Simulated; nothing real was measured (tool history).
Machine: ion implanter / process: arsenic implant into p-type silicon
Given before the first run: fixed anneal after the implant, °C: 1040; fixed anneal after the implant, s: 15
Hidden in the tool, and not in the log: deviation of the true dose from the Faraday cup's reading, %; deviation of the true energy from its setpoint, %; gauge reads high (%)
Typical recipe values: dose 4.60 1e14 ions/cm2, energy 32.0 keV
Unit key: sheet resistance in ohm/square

| run | hour | dose | energy | wafers since the last listed run | hours since the last dose calibration | hours since the extraction supply was calibrated | hours since the gauge calibration | read-back reference wafer on the same gauge, sheet resistance | sheet resistance |
|---|---|---|---|---|---|---|---|---|---|
| 1 | 0.0 | 4.60 | 28.0 | 0 | 1844.3 | 2430.8 | 329.5 | 178.08 | 197.28 |
| 2 | 30.9 | 4.60 | 28.0 | 395 | 1875.2 | 2461.7 | 360.4 | 178.05 | 198.58 |
| 3 | 60.6 | 4.60 | 28.0 | 380 | 1904.9 | 2491.4 | 390.1 | 178.12 | 197.52 |
| 4 | 98.6 | 4.60 | 39.5 | 486 | 1942.9 | 2529.4 | 428.1 | 178.29 | 187.84 |
| 5 | 133.5 | 4.60 | 39.5 | 447 | 1977.8 | 2564.3 | 463.0 | 177.98 | 188.10 |
| 6 | 182.9 | 4.60 | 32.0 | 632 | 2027.2 | 2613.7 | 512.4 | 178.12 | 193.58 |
| 7 | 246.4 | 4.60 | 32.0 | 813 | 2090.7 | 2677.2 | 575.9 | 178.24 | 192.55 |
| 8 | 271.6 | 3.97 | 32.0 | 322 | 2115.9 | 2702.4 | 601.1 | 178.12 | 216.66 |
| 9 | 328.3 | 4.60 | 32.0 | 726 | 2172.6 | 2759.1 | 657.8 | 178.00 | 192.77 |
| 10 | 360.9 | 4.60 | 32.0 | 417 | 2205.2 | 2791.7 | 690.4 | 178.20 | 194.37 |
| 11 | 416.9 | 3.59 | 32.0 | 717 | 2261.2 | 2847.7 | 746.4 | 178.08 | 234.05 |
| 12 | 459.6 | 4.60 | 39.5 | 547 | 2303.9 | 2890.4 | 789.1 | 177.94 | 187.54 |
| 13 | 486.5 | 5.92 | 25.0 | 344 | 2330.8 | 2917.3 | 816.0 | 178.00 | 165.88 |
| 14 | 518.7 | 4.97 | 32.0 | 412 | 2363.0 | 2949.5 | 848.2 | 178.02 | 181.87 |
|  | 578.0 | Faraday cup replaced and dose calibrated |
|  | 623.7 | extraction supply calibrated |
| 15 | 695.1 | 5.04 | 35.5 | 2055 | 117.1 | 71.4 | 1024.6 | 178.04 | 190.89 |
|  | 701.7 | gauge calibrated |
|  | 705.5 | Faraday cup replaced and dose calibrated, repeated, since the last time left the tool worse |
| 16 | 756.2 | 5.80 | 25.5 | 680 | 50.7 | 132.5 | 54.5 | 178.09 | 171.90 |
| 17 | 818.1 | 4.60 | 22.5 | 793 | 112.6 | 194.4 | 116.4 | 178.04 | 207.93 |
| 18 | 867.8 | 4.60 | 35.0 | 636 | 162.3 | 244.1 | 166.1 | 178.25 | 195.46 |
| 19 | 919.5 | 4.60 | 35.0 | 662 | 214.0 | 295.8 | 217.8 | 177.74 | 195.54 |
| 20 | 987.8 | 4.60 | 40.0 | 875 | 282.3 | 364.1 | 286.1 | 178.00 | 190.58 |

Branching from run 20: 3 alternative next runs. What would each branch give?
| A | 988.2 | 4.60 | 32.0 | 5 | 282.7 | 364.5 | 286.5 | ? | ? |
| B | 988.2 | 4.60 | 24.5 | 5 | 282.7 | 364.5 | 286.5 | ? | ? |
| C | 988.2 | 5.20 | 21.5 | 5 | 282.7 | 364.5 | 286.5 | ? | ? |

| run | read-back reference wafer on the same gauge, sheet resistance | sheet resistance |
|---|---|---|
| A | 177.92 | 197.26 |
| B | 177.92 | 204.91 |
| C | 177.92 | 190.22 |
With no hidden state in the tool, these same runs would have given:
| run | sheet resistance |
|---|---|
| A | 198.68 |
| B | 206.37 |
| C | 191.56 |
